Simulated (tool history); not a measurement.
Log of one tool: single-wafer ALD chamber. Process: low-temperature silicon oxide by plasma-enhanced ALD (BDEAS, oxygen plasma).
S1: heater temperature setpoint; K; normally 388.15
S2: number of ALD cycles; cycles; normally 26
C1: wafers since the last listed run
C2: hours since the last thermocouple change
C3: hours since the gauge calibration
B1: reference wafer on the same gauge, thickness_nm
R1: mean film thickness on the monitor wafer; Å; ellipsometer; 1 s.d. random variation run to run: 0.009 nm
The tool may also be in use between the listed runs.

run	day	S1	S2	C1	C2	C3	B1	R1
1	0	388.15	26	0	1827.9	186.9	3.51	36.04
2	0.829	388.15	26	211	1847.8	206.8	3.511	36.21
3	1.846	388.15	26	259	1872.2	231.2	3.509	35.96
4	3.338	394.15	26	381	1908	267	3.509	35.61
5	7.629	394.15	26	1096	2011	370	3.51	35.6
6	8.958	388.15	26	339	2042.9	401.9	3.512	36.24
7	10.075	377.15	26	285	2069.7	428.7	3.511	37.02
8	11.525	388.15	26	370	2104.5	463.5	3.51	36.06
9	12.992	388.15	26	374	2139.7	498.7	3.509	35.83
10	13.617	382.15	26	159	2154.7	513.7	3.511	36.46
11	14.342	382.15	26	185	2172.1	531.1	3.508	36.4
12	15.25	388.15	26	232	2193.9	552.9	3.508	35.94
13	16.579	388.15	26	339	2225.8	584.8	3.511	35.93
14	17.688	388.15	26	283	2252.4	611.4	3.511	35.91
15	18.442	388.15	26	192	2270.5	629.5	3.51	36.2
16	19.7	388.15	26	321	2300.7	659.7	3.512	35.96
17	22.65	388.15	26	753	2371.5	730.5	3.511	36.08
18	23.767	388.15	26	285	2398.3	757.3	3.512	36.16
19	25.008	388.15	23	317	2428.1	787.1	3.509	31.81
20	26.254	388.15	23	318	2458	817	3.51	31.87
21	26.804	388.15	26	140	2471.2	830.2	3.511	36.05
22	27.488	399.15	26	174	2487.6	846.6	3.51	35.01
23	28.517	388.15	26	263	2512.3	871.3	3.511	35.96
24	32.538	388.15	26	1027	2608.8	967.8	3.51	36.01
# day 32.779: gauge calibrated
# day 33.233: thermocouple changed; heater temperature recalibrated
25	33.712	383.15	30	215	11.5	22.4	3.511	41.99
26	34.554	401.15	28	215	31.7	42.6	3.511	37.71
27	35.417	380.15	31	220	52.4	63.3	3.511	43.79
28	36.442	382.15	26	261	77	87.9	3.511	36.42
29	37.162	383.15	26	184	94.3	105.2	3.512	36.62
30	38.042	397.15	26	224	115.4	126.3	3.51	35.3
31	39.479	388.15	26	367	149.9	160.8	3.509	36.18
32	40.762	382.15	26	327	180.7	191.6	3.512	36.52
33	42.217	384.15	22	371	215.6	226.5	3.509	30.81
34	43.138	395.15	28	235	237.7	248.6	3.51	38.24
35	44.412	388.15	26	325	268.3	279.2	3.509	36.13
36	45.054	388.15	26	163	283.7	294.6	3.512	36.06
37	45.921	382.15	26	221	304.5	315.4	3.511	36.48
38	47.146	376.15	26	313	333.9	344.8	3.509	36.91
39	48.421	388.15	26	325	364.5	375.4	3.509	36.02
40	49.521	388.15	22	281	390.9	401.8	3.51	30.55
41	50.733	375.15	28	309	420	430.9	3.51	39.81
42	51.479	397.15	24	190	437.9	448.8	3.51	32.57

The tool's hidden state at each run:
wafer temperature above the value expected at the setpoint (K): 0, the same for each run
gauge reads high (%): 0, the same for each run
